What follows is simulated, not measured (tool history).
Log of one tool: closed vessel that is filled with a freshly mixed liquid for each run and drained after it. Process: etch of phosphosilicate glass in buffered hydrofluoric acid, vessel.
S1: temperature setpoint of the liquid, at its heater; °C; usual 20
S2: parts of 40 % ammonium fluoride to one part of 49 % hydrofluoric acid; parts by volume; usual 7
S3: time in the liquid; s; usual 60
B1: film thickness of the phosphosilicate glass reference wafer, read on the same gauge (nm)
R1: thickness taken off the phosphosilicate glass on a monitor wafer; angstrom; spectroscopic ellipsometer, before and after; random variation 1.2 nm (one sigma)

run    hour    S1   S2  S3      B1      R1
  1       0    20    9  60  130.01  1633.5
  2    53.8    20    7  60  130.01  2118.7
  3    97.6    20    7  60  130.02  2118.9
  4   145.3    23    7  60     130  2522.4
  5   207.8    20    7  60     130  2123.3
  6   235.1    20    7  60  130.02  2134.4
  7   275.4    20    7  60     130    2111
  8   339.4    20    7  60  130.01  2131.1
  9   376.1    20    7  60     130  2094.7
 10   419.9  18.5    7  60     130  1932.3
      472.1  -- thermometer replaced
 11   472.6    20    7  60  129.99  1956.1
 12   509.8    20    7  60     130  1934.2
 13   543.2    20    7  60  129.98  1928.7
 14   587.6    20    7  60  130.01  1917.3
 15     625    20    7  75  129.99  2402.2
 16   673.5    20    7  35  129.99    1134
        696  -- hydrofluoric acid flow meter replaced
 17   730.2    20    7  60     130  2029.4
 18   768.3    20  5.5  75     130  3083.6
 19   822.7  17.5   10  45     130     931
      852.5  -- gauge calibrated
 20   861.8  18.5    7  60  130.01  1844.5
 21   933.2  17.5   10  45  130.02   935.4
 22   978.7    20    5  30  130.02  1345.3
 23  1023.2    17    5  30  130.01  1130.9
 24  1065.3    20    8  35  130.01  1010.5
 25  1123.7    17    7  30  130.02   835.5
 26  1182.3    20   10  60     130  1425.7
 27  1251.6  24.5    7  85  129.98  3596.4
 28  1355.1  22.5    5  95  130.01  4855.7
     1369.8  -- hydrofluoric acid flow meter replaced
 29  1425.8    20    7  60  130.02  2076.4

5 ways to go on from here, each from the tool as it stands after run 29. What would each give?
  A  1426.5    20   7  60   ?   ?
  B  1426.5  17.5   7  60   ?   ?
  C  1426.5    18   8  85   ?   ?
  D  1426.5  23.5   7  60   ?   ?
  E  1426.5    17   7  60   ?   ?

run      B1      R1
  A  129.99  2114.5
  B  129.99  1837.8
  C  129.99  2317.8
  D  129.99  2563.3
  E  129.99  1786.5
Without the tool's hidden state the same runs would have given:
run      R1
  A    2043
  B  1774.4
  C  2238.4
  D    2479
  E  1724.6
